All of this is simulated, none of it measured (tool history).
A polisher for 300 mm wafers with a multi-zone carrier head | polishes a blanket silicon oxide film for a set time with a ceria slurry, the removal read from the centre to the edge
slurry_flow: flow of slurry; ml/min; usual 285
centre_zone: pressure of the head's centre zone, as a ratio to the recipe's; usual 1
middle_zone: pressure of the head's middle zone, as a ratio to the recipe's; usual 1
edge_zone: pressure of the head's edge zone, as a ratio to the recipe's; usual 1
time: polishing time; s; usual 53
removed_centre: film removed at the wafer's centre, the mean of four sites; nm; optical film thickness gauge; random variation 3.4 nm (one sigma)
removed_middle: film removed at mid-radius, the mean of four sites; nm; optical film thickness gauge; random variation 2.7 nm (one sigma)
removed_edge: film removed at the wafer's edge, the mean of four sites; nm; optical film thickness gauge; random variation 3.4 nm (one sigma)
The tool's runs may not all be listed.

run,hour,slurry_flow,centre_zone,middle_zone,edge_zone,time,"incoming thickness of the incoming film, nm",removed_centre,removed_middle,removed_edge
1,0,285,1,1,1,53,1527.8,291.1,301.6,294.7
# hour 0.1: carrier head's membrane replaced by a new one
# hour 30.3: worn pad replaced by a new one
2,50.6,285,1,1,1,53,1535.7,313.2,325,321
3,101.6,285,1,1,1,53,1531.7,309,308.4,307.1
4,154.5,215,1,1,1,53,1515.4,284.1,292.7,293.8
5,213.3,215,1,1,1,53,1547.9,284,288.7,291.6
6,253.2,215,1,1,1,53,1538.2,282.7,287.9,287.8
7,278.2,285,1,1,1,53,1563.1,285.2,294.3,287.3
# hour 288.7: slurry nozzle cleaned
# hour 291.1: worn pad replaced by a new one
8,324.4,285,1,1,1,53,1526.5,313.7,316,312.9
9,365,285,1,1,1,49,1535.8,280.8,284.9,276
10,426.9,285,1,1,1,49,1559.6,275,280,276.9
11,492.2,285,1,1,1,53,1541.1,293.8,299.3,295.9
# hour 506.8: worn pad replaced by a new one
12,548.6,285,1,1,1,53,1515.3,305.5,310.6,303.9
13,572.7,285,1,1,1,53,1530.7,293.4,302,296.3
14,643.5,325,1,1,1,53,1533,291.3,290.6,291.4
# hour 668.8: centre zone pressure recalibrated
15,672,285,0.89,1.06,0.91,42,1534.5,200.7,238.3,214.7
16,707.7,285,1,1,1.07,46,1546.1,242,249.9,257
# hour 744.2: worn pad replaced by a new one
17,760.4,380,1.05,1.04,1,47,1558.5,298.8,294.1,284.2
# hour 765.5: edge zone pressure recalibrated
# hour 808.5: slurry nozzle cleaned
18,830.6,285,1,1,1,53,1541.7,303.2,308.6,304.7

Run 19 comes next. What will it give?
# hour 848.1: carrier head's membrane replaced by a new one
19,888.9,285,1,1,1.09,53,1523.3,?,?,?

Run 19 gave removed_centre 299.2 nm, removed_middle 305.9 nm, removed_edge 311.6 nm.
Without the tool's hidden state the same run would have given removed_centre 333.4 nm, removed_middle 340.5 nm, removed_edge 346.5 nm.
